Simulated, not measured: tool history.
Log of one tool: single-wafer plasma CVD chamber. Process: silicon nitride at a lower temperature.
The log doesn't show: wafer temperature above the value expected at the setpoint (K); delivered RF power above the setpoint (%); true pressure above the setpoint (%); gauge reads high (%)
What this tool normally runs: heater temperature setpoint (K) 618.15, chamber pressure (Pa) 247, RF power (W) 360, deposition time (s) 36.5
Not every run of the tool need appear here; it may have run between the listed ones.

| run | hour | heater temperature setpoint (K) | chamber pressure (Pa) | RF power (W) | deposition time (s) | wafers since the last listed run | hours since the last thermocouple change | hours since the last RF generator calibration | hours since the last manometer calibration | hours since the showerhead was replaced | hours since the gauge calibration | read-back reference wafer on the same gauge, thickness_nm | mean film thickness on the monitor wafer (angstrom) |
|---|---|---|---|---|---|---|---|---|---|---|---|---|---|
| 1 | 0.0 | 618.15 | 247 | 360 | 36.5 | 0 | 1443.0 | 1030.5 | 212.4 | 2097.3 | 695.7 | 40.669 | 449.11 |
| 2 | 51.5 | 618.15 | 247 | 360 | 36.5 | 1051 | 1494.5 | 1082.0 | 263.9 | 2148.8 | 747.2 | 40.616 | 450.30 |
| 3 | 151.9 | 618.15 | 247 | 360 | 36.5 | 2050 | 1594.9 | 1182.4 | 364.3 | 2249.2 | 847.6 | 40.571 | 449.19 |
| 4 | 216.0 | 618.15 | 247 | 360 | 36.5 | 1309 | 1659.0 | 1246.5 | 428.4 | 2313.3 | 911.7 | 40.603 | 448.40 |
| 5 | 310.9 | 618.15 | 247 | 360 | 36.5 | 1938 | 1753.9 | 1341.4 | 523.3 | 2408.2 | 1006.6 | 40.552 | 449.89 |
| 6 | 398.4 | 618.15 | 247 | 360 | 36.5 | 1787 | 1841.4 | 1428.9 | 610.8 | 2495.7 | 1094.1 | 40.569 | 442.49 |
| 7 | 499.0 | 618.15 | 247 | 360 | 36.5 | 2054 | 1942.0 | 1529.5 | 711.4 | 2596.3 | 1194.7 | 40.593 | 449.41 |
| 8 | 554.5 | 618.15 | 247 | 360 | 36.5 | 1133 | 1997.5 | 1585.0 | 766.9 | 2651.8 | 1250.2 | 40.572 | 442.93 |
|  | 763.8 | RF generator calibrated |
| 9 | 824.7 | 618.15 | 247 | 360 | 36.5 | 5355 | 2267.7 | 60.9 | 1037.1 | 2922.0 | 1520.4 | 40.621 | 430.29 |
| 10 | 888.8 | 618.15 | 247 | 360 | 36.5 | 1309 | 2331.8 | 125.0 | 1101.2 | 2986.1 | 1584.5 | 40.593 | 426.69 |

Estimate the outcome of run 11 from the log above:
|  | 923.5 | gauge calibrated |
|  | 925.8 | showerhead replaced |
|  | 956.7 | RF generator calibrated, repeated, since the last time left the tool worse |
| 11 | 957.7 | 624.15 | 196 | 400 | 31.1 | 1080 | 2400.7 | 1.0 | 1170.1 | 31.9 | 34.2 | ? | ? |

read-back reference wafer on the same gauge, thickness_nm: 40.599
mean film thickness on the monitor wafer (angstrom): 414.66
Had the tool carried no hidden state, the very same run would have given mean film thickness on the monitor wafer (angstrom) 416.43.

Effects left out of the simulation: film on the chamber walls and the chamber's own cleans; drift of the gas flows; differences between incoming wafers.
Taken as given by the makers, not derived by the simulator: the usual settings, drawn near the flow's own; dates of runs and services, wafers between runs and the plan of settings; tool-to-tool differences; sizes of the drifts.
